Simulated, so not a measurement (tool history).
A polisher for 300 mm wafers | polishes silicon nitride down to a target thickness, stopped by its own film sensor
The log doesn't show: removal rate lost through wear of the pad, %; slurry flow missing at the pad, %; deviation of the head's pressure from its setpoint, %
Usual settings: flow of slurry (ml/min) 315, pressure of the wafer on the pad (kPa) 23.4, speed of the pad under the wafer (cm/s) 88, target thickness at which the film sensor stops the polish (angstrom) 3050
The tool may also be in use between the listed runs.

| run | hour | flow of slurry (ml/min) | pressure of the wafer on the pad (kPa) | speed of the pad under the wafer (cm/s) | target thickness at which the film sensor stops the polish (angstrom) | wafers since the last listed run | wafers polished on this pad | hours since the slurry nozzle was cleaned | hours since the head pressure was calibrated | incoming thickness of the incoming film, nm | time until the film sensor stopped the polish (s) |
|---|---|---|---|---|---|---|---|---|---|---|---|
| 1 | 0.0 | 315 | 23.4 | 82 | 3050 | 0 | 483 | 60.3 | 792.8 | 515.1 | 184.8 |
|  | 4.6 | worn pad replaced by a new one |
| 2 | 19.9 | 315 | 23.4 | 88 | 3050 | 121 | 117 | 80.2 | 812.7 | 506.7 | 169.9 |
| 3 | 36.0 | 315 | 23.4 | 88 | 3050 | 123 | 240 | 96.3 | 828.8 | 508.7 | 173.9 |
|  | 74.2 | worn pad replaced by a new one |
| 4 | 108.5 | 315 | 23.4 | 88 | 3050 | 524 | 262 | 168.8 | 901.3 | 502.9 | 168.1 |
| 5 | 122.3 | 315 | 23.4 | 88 | 3050 | 105 | 368 | 182.6 | 915.1 | 508.6 | 168.4 |
|  | 146.4 | worn pad replaced by a new one |
|  | 150.2 | slurry nozzle cleaned |
| 6 | 150.7 | 315 | 23.4 | 88 | 3050 | 179 | 25 | 0.5 | 943.5 | 499.7 | 161.4 |
| 7 | 163.4 | 355 | 23.4 | 88 | 3050 | 97 | 122 | 13.2 | 956.2 | 513.3 | 175.4 |
| 8 | 182.1 | 285 | 29.0 | 64 | 2720 | 143 | 265 | 31.9 | 974.9 | 513.4 | 210.8 |
| 9 | 198.7 | 315 | 23.4 | 88 | 3050 | 127 | 392 | 48.5 | 991.5 | 514.4 | 170.6 |
|  | 218.5 | worn pad replaced by a new one |
| 10 | 227.8 | 315 | 23.4 | 88 | 3050 | 192 | 71 | 77.6 | 1020.6 | 505.0 | 170.2 |
|  | 231.4 | head pressure recalibrated |
| 11 | 253.3 | 315 | 26.9 | 98 | 2570 | 179 | 250 | 103.1 | 21.9 | 504.8 | 168.1 |
| 12 | 267.5 | 315 | 20.0 | 74 | 3050 | 108 | 359 | 117.3 | 36.1 | 509.9 | 232.2 |
|  | 293.0 | worn pad replaced by a new one |
| 13 | 302.9 | 275 | 31.0 | 88 | 3050 | 240 | 75 | 152.7 | 71.5 | 500.1 | 124.3 |
| 14 | 316.8 | 315 | 23.4 | 98 | 2720 | 106 | 182 | 166.6 | 85.4 | 512.0 | 182.9 |

Forecast each of these 3 alternatives for the next run:
| A | 317.3 | 315 | 23.4 | 88 | 3050 | 3 | 186 | 167.1 | 85.9 | 509.3 | ? |
| B | 317.3 | 215 | 31.0 | 110 | 2630 | 3 | 186 | 167.1 | 85.9 | 509.3 | ? |
| C | 317.3 | 315 | 20.0 | 106 | 3700 | 3 | 186 | 167.1 | 85.9 | 509.3 | ? |

| run | time until the film sensor stopped the polish (s) |
|---|---|
| A | 167.9 |
| B | 131.1 |
| C | 115.6 |
Without the tool's hidden state the same runs would have given:
| run | time until the film sensor stopped the polish (s) |
|---|---|
| A | 167.9 |
| B | 131.1 |
| C | 115.6 |
